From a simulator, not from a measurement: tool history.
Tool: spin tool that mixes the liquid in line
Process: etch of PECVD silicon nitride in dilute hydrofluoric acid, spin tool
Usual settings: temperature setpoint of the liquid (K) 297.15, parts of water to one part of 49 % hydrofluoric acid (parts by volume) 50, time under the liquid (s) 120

| run | hour | temperature setpoint of the liquid (K) | parts of water to one part of 49 % hydrofluoric acid (parts by volume) | time under the liquid (s) | read-back film thickness of the PECVD silicon nitride reference wafer, read on the same gauge (nm) | thickness taken off the PECVD silicon nitride on a monitor wafer (angstrom) |
|---|---|---|---|---|---|---|
| 1 | 0.0 | 300.15 | 50 | 120 | 120.01 | 135.8 |
| 2 | 35.4 | 300.15 | 50 | 120 | 120.03 | 135.8 |
| 3 | 58.3 | 300.15 | 50 | 120 | 119.98 | 136.2 |
| 4 | 85.3 | 297.15 | 50 | 120 | 120.01 | 112.2 |
| 5 | 116.4 | 297.15 | 50 | 120 | 119.98 | 111.1 |
| 6 | 140.0 | 301.15 | 50 | 120 | 119.99 | 146.5 |
| 7 | 154.9 | 300.15 | 50 | 170 | 120.02 | 197.0 |
|  | 177.7 | gauge calibrated |
| 8 | 187.2 | 300.15 | 50 | 170 | 120.01 | 196.0 |
| 9 | 214.3 | 297.15 | 50 | 120 | 120.01 | 114.8 |
| 10 | 226.7 | 297.15 | 50 | 120 | 120.02 | 115.3 |
| 11 | 262.6 | 297.15 | 40 | 155 | 119.99 | 185.3 |
| 12 | 284.5 | 299.15 | 50 | 120 | 120.00 | 133.1 |

The next listed run, before its measurement:
| 13 | 297.7 | 297.15 | 70 | 120 | ? | ? |

{"run 13": {"read-back film thickness of the PECVD silicon nitride reference wafer, read on the same gauge (nm)": 120.04, "thickness taken off the PECVD silicon nitride on a monitor wafer (angstrom)": 83.8}}
Without the tool's hidden state the same run would have given thickness taken off the PECVD silicon nitride on a monitor wafer (angstrom) 74.2.
